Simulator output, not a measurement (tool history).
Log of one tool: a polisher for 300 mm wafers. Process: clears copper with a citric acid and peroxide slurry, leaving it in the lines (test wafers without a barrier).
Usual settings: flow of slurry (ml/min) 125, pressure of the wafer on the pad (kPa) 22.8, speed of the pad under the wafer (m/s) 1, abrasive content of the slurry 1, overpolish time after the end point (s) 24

| run | day | flow of slurry (ml/min) | pressure of the wafer on the pad (kPa) | speed of the pad under the wafer (m/s) | abrasive content of the slurry | overpolish time after the end point (s) | wafers since the last listed run | wafers polished on this pad | hours since the slurry nozzle was cleaned | hours since the head pressure was calibrated | hours since the slurry blender was calibrated | incoming thickness of the incoming film, nm | time until the end point was called (s) | dishing of a wide line in a test structure (nm) |
|---|---|---|---|---|---|---|---|---|---|---|---|---|---|---|
| 1 | 0 | 125 | 22.8 | 1 | 1 | 24 | 0 | 468 | 602.5 | 1218.8 | 170.7 | 347.8 | 159.1 | 25.7 |
| 2 | 0.567 | 125 | 18.6 | 1 | 1 | 24 | 62 | 530 | 616.1 | 1232.4 | 184.3 | 345.9 | 188 | 23.4 |
|  | 0.683 | slurry blender recalibrated |
| 3 | 1.617 | 125 | 18.6 | 1 | 1 | 24 | 106 | 637 | 641.3 | 1257.6 | 22.4 | 342.8 | 184.7 | 23.4 |
| 4 | 3.088 | 125 | 22.8 | 1 | 1 | 24 | 161 | 799 | 676.6 | 1292.9 | 57.7 | 345 | 159.6 | 26.3 |
| 5 | 4.362 | 125 | 22.8 | 1 | 1 | 24 | 140 | 939 | 707.2 | 1323.5 | 88.3 | 346.8 | 166.2 | 25.6 |
|  | 6.667 | worn pad replaced by a new one |
|  | 7.333 | slurry blender recalibrated |
| 6 | 7.929 | 125 | 22.8 | 1 | 1 | 24 | 365 | 129 | 792.8 | 1409.1 | 14.3 | 345.4 | 156.6 | 26.6 |
| 7 | 8.842 | 125 | 22.8 | 1 | 1 | 14 | 100 | 230 | 814.7 | 1431 | 36.2 | 342.1 | 153.1 | 18.5 |
| 8 | 10.083 | 125 | 22.8 | 1 | 1 | 14 | 136 | 366 | 844.5 | 1460.8 | 66 | 344.7 | 155.4 | 18.5 |
| 9 | 10.983 | 125 | 22.8 | 1 | 1 | 24 | 99 | 465 | 866.1 | 1482.4 | 87.6 | 340.6 | 155 | 26.8 |
| 10 | 12.188 | 125 | 22.8 | 1 | 1 | 24 | 132 | 598 | 895 | 1511.3 | 116.5 | 342 | 154.7 | 26.4 |
|  | 12.412 | head pressure recalibrated |
| 11 | 13.729 | 125 | 22.8 | 0.72 | 1 | 24 | 160 | 759 | 932 | 31.6 | 153.5 | 342.8 | 214 | 21.7 |
| 12 | 14.267 | 125 | 22.8 | 1 | 1 | 24 | 59 | 818 | 944.9 | 44.5 | 166.4 | 343.9 | 164 | 25.9 |
|  | 14.65 | slurry blender recalibrated |
| 13 | 15.108 | 125 | 17.2 | 1 | 0.8 | 13 | 83 | 901 | 965.1 | 64.7 | 11 | 342.9 | 210.9 | 13.7 |
| 14 | 16.3 | 125 | 25.5 | 1 | 1.15 | 14 | 131 | 1032 | 993.7 | 93.3 | 39.6 | 345.7 | 147.2 | 19.9 |
|  | 16.779 | worn pad replaced by a new one |
|  | 16.904 | slurry nozzle cleaned |
| 15 | 17.488 | 125 | 14.5 | 1 | 1 | 15 | 107 | 73 | 14 | 121.8 | 68.1 | 345.6 | 224.2 | 14.9 |
| 16 | 18.175 | 125 | 22.8 | 1.34 | 1 | 24 | 75 | 149 | 30.5 | 138.3 | 84.6 | 351.8 | 124.2 | 29.6 |
| 17 | 18.938 | 125 | 24.8 | 1 | 1 | 24 | 83 | 233 | 48.8 | 156.6 | 102.9 | 347.1 | 144.8 | 27.6 |
| 18 | 19.762 | 125 | 22.8 | 1 | 1 | 24 | 90 | 323 | 68.6 | 176.4 | 122.7 | 346 | 155.8 | 26.1 |
| 19 | 20.333 | 125 | 22.8 | 1 | 1 | 24 | 62 | 386 | 82.3 | 190.1 | 136.4 | 345.1 | 158.9 | 25.6 |

Run 20 comes next. What will it give?
| 20 | 21.033 | 125 | 22.8 | 1 | 1 | 24 | 77 | 463 | 99.1 | 206.9 | 153.2 | 339.1 | ? | ? |

{"run 20": {"time until the end point was called (s)": 155, "dishing of a wide line in a test structure (nm)": 26.6}}
Without the tool's hidden state the same run would have given time until the end point was called (s) 149.5, dishing of a wide line in a test structure (nm) 27.1.

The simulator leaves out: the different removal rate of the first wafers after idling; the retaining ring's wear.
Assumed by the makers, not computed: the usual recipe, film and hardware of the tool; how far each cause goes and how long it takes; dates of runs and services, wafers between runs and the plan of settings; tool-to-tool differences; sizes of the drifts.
